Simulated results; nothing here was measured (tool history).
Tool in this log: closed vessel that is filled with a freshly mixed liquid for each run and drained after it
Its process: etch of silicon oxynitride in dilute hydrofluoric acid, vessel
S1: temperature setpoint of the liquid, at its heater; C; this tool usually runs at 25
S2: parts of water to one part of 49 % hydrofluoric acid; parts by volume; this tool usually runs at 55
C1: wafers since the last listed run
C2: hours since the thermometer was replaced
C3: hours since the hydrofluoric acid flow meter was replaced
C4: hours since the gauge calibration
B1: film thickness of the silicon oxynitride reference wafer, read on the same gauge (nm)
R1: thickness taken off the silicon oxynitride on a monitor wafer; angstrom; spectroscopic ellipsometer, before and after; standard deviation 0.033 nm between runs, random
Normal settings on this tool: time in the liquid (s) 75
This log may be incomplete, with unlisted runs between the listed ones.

{"run": 1, "hour": 0.0, "S1": 22, "S2": 55, "time in the liquid (s)": 75, "C1": 0, "C2": 1838.7, "C3": 918.3, "C4": 20.1, "B1": 110.03, "R1": 53.0}
{"run": 2, "hour": 17.4, "S1": 22, "S2": 55, "time in the liquid (s)": 75, "C1": 1775, "C2": 1856.1, "C3": 935.7, "C4": 37.5, "B1": 110.01, "R1": 53.0}
{"run": 3, "hour": 28.4, "S1": 25, "S2": 55, "time in the liquid (s)": 85, "C1": 1122, "C2": 1867.1, "C3": 946.7, "C4": 48.5, "B1": 109.99, "R1": 69.5}
{"run": 4, "hour": 35.1, "S1": 25, "S2": 55, "time in the liquid (s)": 85, "C1": 683, "C2": 1873.8, "C3": 953.4, "C4": 55.2, "B1": 109.99, "R1": 69.3}
{"run": 5, "hour": 52.4, "S1": 25, "S2": 55, "time in the liquid (s)": 95, "C1": 1765, "C2": 1891.1, "C3": 970.7, "C4": 72.5, "B1": 109.99, "R1": 77.1}
{"hour": 60.1, "done": "thermometer replaced"}
{"run": 6, "hour": 60.7, "S1": 25, "S2": 55, "time in the liquid (s)": 95, "C1": 745, "C2": 0.6, "C3": 979.0, "C4": 80.8, "B1": 110.04, "R1": 77.8}
{"run": 7, "hour": 69.1, "S1": 25, "S2": 55, "time in the liquid (s)": 95, "C1": 857, "C2": 9.0, "C3": 987.4, "C4": 89.2, "B1": 110.0, "R1": 76.9}
{"run": 8, "hour": 85.9, "S1": 25, "S2": 55, "time in the liquid (s)": 75, "C1": 1714, "C2": 25.8, "C3": 1004.2, "C4": 106.0, "B1": 110.04, "R1": 60.6}
{"hour": 89.2, "done": "hydrofluoric acid flow meter replaced"}
{"hour": 106.3, "done": "gauge calibrated"}
{"run": 9, "hour": 108.5, "S1": 29, "S2": 75, "time in the liquid (s)": 100, "C1": 2204, "C2": 48.4, "C3": 19.3, "C4": 2.2, "B1": 110.01, "R1": 81.0}
{"run": 10, "hour": 120.2, "S1": 25, "S2": 55, "time in the liquid (s)": 75, "C1": 1194, "C2": 60.1, "C3": 31.0, "C4": 13.9, "B1": 110.02, "R1": 69.3}
{"run": 11, "hour": 133.9, "S1": 25, "S2": 55, "time in the liquid (s)": 45, "C1": 1398, "C2": 73.8, "C3": 44.7, "C4": 27.6, "B1": 110.0, "R1": 41.7}
{"run": 12, "hour": 141.3, "S1": 27, "S2": 85, "time in the liquid (s)": 65, "C1": 755, "C2": 81.2, "C3": 52.1, "C4": 35.0, "B1": 109.99, "R1": 42.2}
{"run": 13, "hour": 156.1, "S1": 25, "S2": 55, "time in the liquid (s)": 55, "C1": 1510, "C2": 96.0, "C3": 66.9, "C4": 49.8, "B1": 109.99, "R1": 51.0}
{"run": 14, "hour": 163.1, "S1": 25, "S2": 65, "time in the liquid (s)": 90, "C1": 714, "C2": 103.0, "C3": 73.9, "C4": 56.8, "B1": 109.98, "R1": 70.2}

What will run 15 give?
{"run": 15, "hour": 170.9, "S1": 25, "S2": 55, "time in the liquid (s)": 75, "C1": 796, "C2": 110.8, "C3": 81.7, "C4": 64.6, "B1": "?", "R1": "?"}

{"run 15": {"B1": 110.0, "R1": 68.8}}
Without the tool's hidden state the same run would have given R1 69.7 angstrom.
